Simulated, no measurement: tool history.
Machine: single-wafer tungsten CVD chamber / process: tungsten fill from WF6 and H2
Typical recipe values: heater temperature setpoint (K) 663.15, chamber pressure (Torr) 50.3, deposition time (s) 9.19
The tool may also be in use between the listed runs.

run   hour  heater temperature setpoint (K)  chamber pressure (Torr)  deposition time (s)  wafers since the last listed run  hours since the last thermocouple change  hours since the last manometer calibration  hours since the showerhead was replaced  hours since the gauge calibration  read-back reference wafer on the same gauge, thickness_nm  mean film thickness on the monitor wafer (angstrom)
  1      0                           652.15                     50.3                 9.19                                 0                                    2464.8                                      1933.5                                   2510.6                              286.5                                                     25.196                                               192.53
  2   23.3                           652.15                     50.3                 9.19                              1023                                    2488.1                                      1956.8                                   2533.9                              309.8                                                     25.205                                               191.22
  3   63.9                           663.15                     50.3                 9.19                              1782                                    2528.7                                      1997.4                                   2574.5                              350.4                                                     25.195                                               247.17
  4     97                           663.15                     50.3                 9.19                              1453                                    2561.8                                      2030.5                                   2607.6                              383.5                                                     25.207                                               246.54
     117.2  -- gauge calibrated
  5  117.6                           663.15                     50.3                 9.19                               904                                    2582.4                                      2051.1                                   2628.2                                0.4                                                     25.211                                               244.41
  6  143.5                           663.15                     50.3                 9.19                              1137                                    2608.3                                        2077                                   2654.1                               26.3                                                     25.208                                               246.92
     163.3  -- showerhead replaced
  7    178                           663.15                     50.3                 9.19                              1163                                    2642.8                                      2111.5                                     14.7                               60.8                                                     25.185                                               247.01
  8  205.5                           669.15                     43.2                 9.19                              1207                                    2670.3                                        2139                                     42.2                               88.3                                                     25.208                                               260.81
     219.7  -- thermocouple changed; heater temperature recalibrated
     223.6  -- capacitance manometer re-zeroed and calibrated
  9  224.1                           659.15                     39.1                    8                               295                                       4.4                                         0.5                                     60.8                              106.9                                                      25.19                                               203.58
 10  242.7                           667.15                     56.5                 8.12                               816                                        23                                        19.1                                     79.4                              125.5                                                     25.201                                               291.31
 11  269.7                           663.15                     50.3                 9.19                              1185                                        50                                        46.1                                    106.4                              152.5                                                     25.181                                               285.94
 12  289.5                           663.15                     56.8                 9.19                               869                                      69.8                                        65.9                                    126.2                              172.3                                                     25.195                                               301.22
 13  305.4                           663.15                     50.3                 9.19                               698                                      85.7                                        81.8                                    142.1                              188.2                                                     25.203                                                283.4
 14  339.2                           663.15                     58.4                 9.19                              1484                                     119.5                                       115.6                                    175.9                                222                                                     25.198                                               305.38

5 options for the next run, each taken on its own from the tool as it stands now. Forecast them:
  A  339.6                           659.15                     50.3                 9.19                                17                                     119.9                                         116                                    176.3                              222.4                                                          ?                                                    ?
  B  339.6                           663.15                     54.3                 9.19                                17                                     119.9                                         116                                    176.3                              222.4                                                          ?                                                    ?
  C  339.6                           663.15                     50.3                 7.49                                17                                     119.9                                         116                                    176.3                              222.4                                                          ?                                                    ?
  D  339.6                           653.15                     50.3                 9.19                                17                                     119.9                                         116                                    176.3                              222.4                                                          ?                                                    ?
  E  339.6                           663.15                     43.9                 9.67                                17                                     119.9                                         116                                    176.3                              222.4                                                          ?                                                    ?

run  read-back reference wafer on the same gauge, thickness_nm  mean film thickness on the monitor wafer (angstrom)
  A                                                     25.195                                               259.13
  B                                                     25.195                                               292.73
  C                                                     25.195                                                230.6
  D                                                     25.195                                               226.12
  E                                                     25.195                                               280.56
With the hidden condition removed and each run's random variation left untouched, the same runs would have given:
run  mean film thickness on the monitor wafer (angstrom)
  A                                               251.32
  B                                               284.22
  C                                                223.9
  D                                               219.08
  E                                               272.41
